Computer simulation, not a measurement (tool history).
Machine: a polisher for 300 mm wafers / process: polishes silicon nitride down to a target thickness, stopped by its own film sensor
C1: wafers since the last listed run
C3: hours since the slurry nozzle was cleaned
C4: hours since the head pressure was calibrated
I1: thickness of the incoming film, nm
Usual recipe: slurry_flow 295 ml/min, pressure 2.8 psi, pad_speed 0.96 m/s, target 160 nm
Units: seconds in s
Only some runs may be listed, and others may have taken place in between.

Run 1, hour 0.0: usual settings; C1 0; wafers polished on this pad 672; C3 438.7; C4 874.5; I1 269.3. Result: seconds 82.4 s.
At hour 18.3: worn pad replaced by a new one.
Run 2, hour 18.8: usual settings; C1 149; wafers polished on this pad 5; C3 457.5; C4 893.3; I1 264.1. Result: seconds 74.8 s.
Run 3, hour 25.8: usual settings but pressure 2.4 psi; C1 70; wafers polished on this pad 75; C3 464.5; C4 900.3; I1 274.2. Result: seconds 95.4 s.
Run 4, hour 36.6: usual settings but pressure 2.4 psi; C1 108; wafers polished on this pad 184; C3 475.3; C4 911.1; I1 264.2. Result: seconds 89.8 s.
Run 5, hour 51.3: usual settings but pressure 2.4 psi; C1 148; wafers polished on this pad 332; C3 490.0; C4 925.8; I1 266.7. Result: seconds 91.7 s.
At hour 57.2: head pressure recalibrated.
Run 6, hour 61.9: usual settings; C1 86; wafers polished on this pad 419; C3 500.6; C4 4.7; I1 270.7. Result: seconds 81.6 s.
Run 7, hour 71.6: usual settings; C1 97; wafers polished on this pad 516; C3 510.3; C4 14.4; I1 267.6. Result: seconds 79.2 s.
Run 8, hour 79.8: usual settings but pad_speed 1.06 m/s; C1 82; wafers polished on this pad 599; C3 518.5; C4 22.6; I1 274.5. Result: seconds 80.7 s.
Run 9, hour 87.9: usual settings but slurry_flow 375 ml/min, pressure 2.0 psi, target 132 nm; C1 81; wafers polished on this pad 681; C3 526.6; C4 30.7; I1 270.6. Result: seconds 145.5 s.
At hour 94.5: worn pad replaced by a new one.
Run 10, hour 104.8: usual settings but slurry_flow 250 ml/min; C1 129; wafers polished on this pad 103; C3 543.5; C4 47.6; I1 269.0. Result: seconds 80.0 s.
Run 11, hour 114.9: usual settings; C1 101; wafers polished on this pad 205; C3 553.6; C4 57.7; I1 266.3. Result: seconds 77.0 s.
Run 12, hour 127.2: usual settings but slurry_flow 245 ml/min, pressure 3.5 psi; C1 123; wafers polished on this pad 329; C3 565.9; C4 70.0; I1 271.0. Result: seconds 67.0 s.
At hour 130.7: slurry nozzle cleaned.
Run 13, hour 140.1: usual settings; C1 119; wafers polished on this pad 448; C3 9.4; C4 82.9; I1 274.9. Result: seconds 85.1 s.
Run 14, hour 154.8: usual settings but slurry_flow 345 ml/min, target 192 nm; C1 148; wafers polished on this pad 597; C3 24.1; C4 97.6; I1 272.8. Result: seconds 61.6 s.
Run 15, hour 168.1: usual settings but slurry_flow 375 ml/min, pressure 3.4 psi, target 192 nm; C1 133; wafers polished on this pad 731; C3 37.4; C4 110.9; I1 266.4. Result: seconds 45.5 s.
At hour 176.8: worn pad replaced by a new one.
Run 16, hour 177.3: usual settings; C1 52; wafers polished on this pad 5; C3 46.6; C4 120.1; I1 264.8. Result: seconds 76.1 s.

4 options for the next run, each taken on its own from the tool as it stands now. Forecast them:
Run A, hour 177.8: usual settings but pad_speed 0.70 m/s; C1 5; wafers polished on this pad 10; C3 47.1; C4 120.6; I1 270.5. Result: seconds ?.
Run B, hour 177.8: usual settings but slurry_flow 390 ml/min, target 182 nm; C1 5; wafers polished on this pad 10; C3 47.1; C4 120.6; I1 270.5. Result: seconds ?.
Run C, hour 177.8: usual settings but slurry_flow 350 ml/min, pressure 3.3 psi, pad_speed 0.84 m/s, target 148 nm; C1 5; wafers polished on this pad 10; C3 47.1; C4 120.6; I1 270.5. Result: seconds ?.
Run D, hour 177.8: usual settings but pressure 3.7 psi, target 123 nm; C1 5; wafers polished on this pad 10; C3 47.1; C4 120.6; I1 270.5. Result: seconds ?.

run  seconds
  A     98.1
  B     62.8
  C     81.1
  D     80.7
Without the tool's unlogged condition, the same runs would have read:
run  seconds
  A     98.0
  B     62.7
  C     81.0
  D     80.6
